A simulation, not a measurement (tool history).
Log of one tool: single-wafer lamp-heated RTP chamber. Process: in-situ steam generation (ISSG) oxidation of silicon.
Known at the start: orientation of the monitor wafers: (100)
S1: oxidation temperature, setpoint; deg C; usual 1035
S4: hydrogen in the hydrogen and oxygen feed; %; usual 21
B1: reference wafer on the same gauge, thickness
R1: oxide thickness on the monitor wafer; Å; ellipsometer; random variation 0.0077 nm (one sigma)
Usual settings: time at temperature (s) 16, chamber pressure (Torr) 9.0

{"run": 1, "hour": 0.0, "S1": 1035, "time at temperature (s)": 16, "chamber pressure (Torr)": 9.0, "S4": 21, "B1": 5.719, "R1": 52.49}
{"hour": 9.1, "done": "pyrometer window cleaned and pyrometer calibrated"}
{"run": 2, "hour": 12.4, "S1": 1035, "time at temperature (s)": 16, "chamber pressure (Torr)": 9.0, "S4": 21, "B1": 5.72, "R1": 51.4}
{"run": 3, "hour": 27.2, "S1": 1022, "time at temperature (s)": 16, "chamber pressure (Torr)": 9.0, "S4": 17, "B1": 5.723, "R1": 46.34}
{"run": 4, "hour": 33.8, "S1": 1047, "time at temperature (s)": 16, "chamber pressure (Torr)": 9.0, "S4": 21, "B1": 5.72, "R1": 54.82}
{"run": 5, "hour": 40.0, "S1": 1040, "time at temperature (s)": 16, "chamber pressure (Torr)": 9.0, "S4": 21, "B1": 5.718, "R1": 53.19}
{"run": 6, "hour": 61.4, "S1": 1023, "time at temperature (s)": 16, "chamber pressure (Torr)": 9.0, "S4": 21, "B1": 5.719, "R1": 49.17}
{"run": 7, "hour": 69.2, "S1": 1035, "time at temperature (s)": 13, "chamber pressure (Torr)": 9.0, "S4": 31, "B1": 5.719, "R1": 51.8}
{"run": 8, "hour": 78.1, "S1": 1035, "time at temperature (s)": 16, "chamber pressure (Torr)": 9.0, "S4": 21, "B1": 5.722, "R1": 52.1}
{"run": 9, "hour": 87.1, "S1": 1035, "time at temperature (s)": 20, "chamber pressure (Torr)": 9.5, "S4": 21, "B1": 5.72, "R1": 57.94}
{"hour": 88.1, "done": "gauge calibrated"}
{"run": 10, "hour": 101.9, "S1": 1022, "time at temperature (s)": 21, "chamber pressure (Torr)": 9.0, "S4": 21, "B1": 5.721, "R1": 56.07}
{"run": 11, "hour": 112.1, "S1": 1053, "time at temperature (s)": 11, "chamber pressure (Torr)": 10.0, "S4": 21, "B1": 5.72, "R1": 46.43}
{"hour": 124.1, "done": "pressure gauge zeroed"}
{"run": 12, "hour": 124.6, "S1": 1035, "time at temperature (s)": 16, "chamber pressure (Torr)": 9.4, "S4": 21, "B1": 5.719, "R1": 51.84}
{"run": 13, "hour": 137.4, "S1": 1035, "time at temperature (s)": 16, "chamber pressure (Torr)": 8.2, "S4": 21, "B1": 5.718, "R1": 52.63}
{"run": 14, "hour": 148.4, "S1": 1016, "time at temperature (s)": 16, "chamber pressure (Torr)": 9.6, "S4": 21, "B1": 5.72, "R1": 47.55}
{"run": 15, "hour": 155.8, "S1": 1027, "time at temperature (s)": 16, "chamber pressure (Torr)": 10.2, "S4": 25, "B1": 5.721, "R1": 51.29}
{"run": 16, "hour": 168.3, "S1": 1043, "time at temperature (s)": 16, "chamber pressure (Torr)": 9.0, "S4": 15, "B1": 5.72, "R1": 50.49}
{"hour": 183.1, "done": "pyrometer window cleaned and pyrometer calibrated"}
{"run": 17, "hour": 212.7, "S1": 1053, "time at temperature (s)": 16, "chamber pressure (Torr)": 9.0, "S4": 21, "B1": 5.718, "R1": 56.82}
{"run": 18, "hour": 220.1, "S1": 1035, "time at temperature (s)": 16, "chamber pressure (Torr)": 9.0, "S4": 21, "B1": 5.718, "R1": 51.78}
{"run": 19, "hour": 236.2, "S1": 1040, "time at temperature (s)": 11, "chamber pressure (Torr)": 10.2, "S4": 21, "B1": 5.72, "R1": 43.31}
{"run": 20, "hour": 249.0, "S1": 1035, "time at temperature (s)": 16, "chamber pressure (Torr)": 9.0, "S4": 21, "B1": 5.722, "R1": 52.08}
{"run": 21, "hour": 265.0, "S1": 1044, "time at temperature (s)": 21, "chamber pressure (Torr)": 10.2, "S4": 13, "B1": 5.722, "R1": 55.8}
{"run": 22, "hour": 281.4, "S1": 1035, "time at temperature (s)": 16, "chamber pressure (Torr)": 9.0, "S4": 21, "B1": 5.722, "R1": 52.25}
{"run": 23, "hour": 293.4, "S1": 1046, "time at temperature (s)": 20, "chamber pressure (Torr)": 9.0, "S4": 14, "B1": 5.719, "R1": 56.72}
{"run": 24, "hour": 328.9, "S1": 1035, "time at temperature (s)": 16, "chamber pressure (Torr)": 9.0, "S4": 21, "B1": 5.721, "R1": 52.27}
{"run": 25, "hour": 346.3, "S1": 1035, "time at temperature (s)": 16, "chamber pressure (Torr)": 9.0, "S4": 21, "B1": 5.717, "R1": 52.22}
{"run": 26, "hour": 359.5, "S1": 1041, "time at temperature (s)": 16, "chamber pressure (Torr)": 9.9, "S4": 21, "B1": 5.721, "R1": 53.13}
{"run": 27, "hour": 371.1, "S1": 1035, "time at temperature (s)": 16, "chamber pressure (Torr)": 9.0, "S4": 21, "B1": 5.719, "R1": 52.21}
{"hour": 388.7, "done": "pyrometer window cleaned and pyrometer calibrated"}
{"run": 28, "hour": 389.2, "S1": 1051, "time at temperature (s)": 10, "chamber pressure (Torr)": 9.0, "S4": 24, "B1": 5.72, "R1": 45.37}
{"run": 29, "hour": 392.8, "S1": 1029, "time at temperature (s)": 18, "chamber pressure (Torr)": 10.2, "S4": 30, "B1": 5.72, "R1": 56.18}
{"run": 30, "hour": 406.4, "S1": 1035, "time at temperature (s)": 10, "chamber pressure (Torr)": 9.5, "S4": 24, "B1": 5.719, "R1": 42.14}

5 ways to go on from here, each from the tool as it stands after run 30. What would each give?
{"run": "A", "hour": 406.8, "S1": 1035, "time at temperature (s)": 16, "chamber pressure (Torr)": 9.0, "S4": 21, "B1": "?", "R1": "?"}
{"run": "B", "hour": 406.8, "S1": 1035, "time at temperature (s)": 16, "chamber pressure (Torr)": 9.0, "S4": 31, "B1": "?", "R1": "?"}
{"run": "C", "hour": 406.8, "S1": 1021, "time at temperature (s)": 16, "chamber pressure (Torr)": 9.0, "S4": 21, "B1": "?", "R1": "?"}
{"run": "D", "hour": 406.8, "S1": 1035, "time at temperature (s)": 19, "chamber pressure (Torr)": 7.9, "S4": 21, "B1": "?", "R1": "?"}
{"run": "E", "hour": 406.8, "S1": 1022, "time at temperature (s)": 16, "chamber pressure (Torr)": 9.0, "S4": 21, "B1": "?", "R1": "?"}

run=A B1=5.722 R1=51.66
run=B B1=5.722 R1=56.78
run=C B1=5.722 R1=48.45
run=D B1=5.722 R1=56.69
run=E B1=5.722 R1=48.66
Without the tool's hidden state the same runs would have given:
run=A R1=51.41
run=B R1=56.51
run=C R1=48.23
run=D R1=56.41
run=E R1=48.45
